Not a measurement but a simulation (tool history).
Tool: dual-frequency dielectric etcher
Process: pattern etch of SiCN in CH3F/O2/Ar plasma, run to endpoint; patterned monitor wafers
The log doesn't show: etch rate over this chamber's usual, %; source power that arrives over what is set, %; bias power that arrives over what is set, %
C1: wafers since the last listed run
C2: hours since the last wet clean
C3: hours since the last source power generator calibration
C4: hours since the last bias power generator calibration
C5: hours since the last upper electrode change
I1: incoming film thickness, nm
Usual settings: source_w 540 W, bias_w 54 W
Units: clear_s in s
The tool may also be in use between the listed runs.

run 1 hour=0 | source_w=540 bias_w=43 | C1=0 C2=63.7 C3=1488.7 C4=1049.2 C5=2292.3 | I1=7.05 | clear_s=19.4
run 2 hour=28.5 | source_w=540 bias_w=43 | C1=250 C2=92.2 C3=1517.2 C4=1077.7 C5=2320.8 | I1=7.12 | clear_s=19.6
run 3 hour=48.8 | source_w=570 bias_w=61 | C1=178 C2=112.5 C3=1537.5 C4=1098 C5=2341.1 | I1=7.11 | clear_s=16.4
run 4 hour=74.6 | source_w=540 bias_w=54 | C1=226 C2=138.3 C3=1563.3 C4=1123.8 C5=2366.9 | I1=7.09 | clear_s=17.8
run 5 hour=94.2 | source_w=540 bias_w=54 | C1=172 C2=157.9 C3=1582.9 C4=1143.4 C5=2386.5 | I1=7.06 | clear_s=17.6
run 6 hour=113.8 | source_w=540 bias_w=61 | C1=172 C2=177.5 C3=1602.5 C4=1163 C5=2406.1 | I1=7.1 | clear_s=16.9
run 7 hour=131.7 | source_w=540 bias_w=54 | C1=157 C2=195.4 C3=1620.4 C4=1180.9 C5=2424 | I1=7.12 | clear_s=17.6
run 8 hour=150.7 | source_w=540 bias_w=54 | C1=166 C2=214.4 C3=1639.4 C4=1199.9 C5=2443 | I1=7.13 | clear_s=17.5
run 9 hour=173.8 | source_w=540 bias_w=54 | C1=202 C2=237.5 C3=1662.5 C4=1223 C5=2466.1 | I1=7.1 | clear_s=17.6
run 10 hour=202.8 | source_w=540 bias_w=64 | C1=254 C2=266.5 C3=1691.5 C4=1252 C5=2495.1 | I1=7.09 | clear_s=16.2
-- hour=227.4 source power generator calibrated
run 11 hour=304.3 | source_w=540 bias_w=64 | C1=856 C2=368 C3=76.9 C4=1353.5 C5=2596.6 | I1=7.06 | clear_s=15.8
run 12 hour=331.1 | source_w=540 bias_w=64 | C1=235 C2=394.8 C3=103.7 C4=1380.3 C5=2623.4 | I1=7.03 | clear_s=15.8
-- hour=379.1 wet clean of the chamber
run 13 hour=379.6 | source_w=540 bias_w=54 | C1=215 C2=0.5 C3=152.2 C4=1428.8 C5=2671.9 | I1=7.07 | clear_s=18
run 14 hour=379.9 | source_w=540 bias_w=54 | C1=2 C2=0.8 C3=152.5 C4=1429.1 C5=2672.2 | I1=7.04 | clear_s=17.8
run 15 hour=388.1 | source_w=620 bias_w=41 | C1=72 C2=9 C3=160.7 C4=1437.3 C5=2680.4 | I1=7.1 | clear_s=18.6
run 16 hour=410.9 | source_w=540 bias_w=46 | C1=200 C2=31.8 C3=183.5 C4=1460.1 C5=2703.2 | I1=7.12 | clear_s=19.2
-- hour=452.1 upper electrode replaced
run 17 hour=452.6 | source_w=540 bias_w=54 | C1=155 C2=73.5 C3=225.2 C4=1501.8 C5=0.5 | I1=7.14 | clear_s=18.1
run 18 hour=455.3 | source_w=430 bias_w=41 | C1=23 C2=76.2 C3=227.9 C4=1504.5 C5=3.2 | I1=7.08 | clear_s=22.8
run 19 hour=480.6 | source_w=600 bias_w=44 | C1=222 C2=101.5 C3=253.2 C4=1529.8 C5=28.5 | I1=7.06 | clear_s=18
run 20 hour=501.8 | source_w=650 bias_w=40 | C1=186 C2=122.7 C3=274.4 C4=1551 C5=49.7 | I1=7.01 | clear_s=17.7
-- hour=521.2 bias power generator calibrated
run 21 hour=528.7 | source_w=540 bias_w=54 | C1=201 C2=149.6 C3=301.3 C4=7.5 C5=76.6 | I1=7.07 | clear_s=17.7
run 22 hour=542.7 | source_w=650 bias_w=54 | C1=122 C2=163.6 C3=315.3 C4=21.5 C5=90.6 | I1=7.09 | clear_s=15.9
run 23 hour=572.9 | source_w=540 bias_w=54 | C1=265 C2=193.8 C3=345.5 C4=51.7 C5=120.8 | I1=7.1 | clear_s=17.5
run 24 hour=594.5 | source_w=650 bias_w=54 | C1=189 C2=215.4 C3=367.1 C4=73.3 C5=142.4 | I1=7.11 | clear_s=15.8
run 25 hour=615.1 | source_w=540 bias_w=63 | C1=180 C2=236 C3=387.7 C4=93.9 C5=163 | I1=7.07 | clear_s=16.4
run 26 hour=645.7 | source_w=640 bias_w=46 | C1=268 C2=266.6 C3=418.3 C4=124.5 C5=193.6 | I1=7.07 | clear_s=16.9
run 27 hour=662.6 | source_w=640 bias_w=54 | C1=148 C2=283.5 C3=435.2 C4=141.4 C5=210.5 | I1=7.13 | clear_s=15.9
run 28 hour=677.2 | source_w=430 bias_w=59 | C1=128 C2=298.1 C3=449.8 C4=156 C5=225.1 | I1=7.11 | clear_s=19.3
run 29 hour=710.4 | source_w=540 bias_w=61 | C1=291 C2=331.3 C3=483 C4=189.2 C5=258.3 | I1=7.12 | clear_s=16.7

Forecast each of these 3 alternatives for the next run:
run A hour=710.8 | source_w=540 bias_w=60 | C1=3 C2=331.7 C3=483.4 C4=189.6 C5=258.7 | I1=7.1 | clear_s=?
run B hour=710.8 | source_w=440 bias_w=44 | C1=3 C2=331.7 C3=483.4 C4=189.6 C5=258.7 | I1=7.1 | clear_s=?
run C hour=710.8 | source_w=540 bias_w=49 | C1=3 C2=331.7 C3=483.4 C4=189.6 C5=258.7 | I1=7.1 | clear_s=?

run=A clear_s=16.6
run=B clear_s=21.3
run=C clear_s=18
Without the tool's hidden state the same runs would have given:
run=A clear_s=17.3
run=B clear_s=22.2
run=C clear_s=18.8
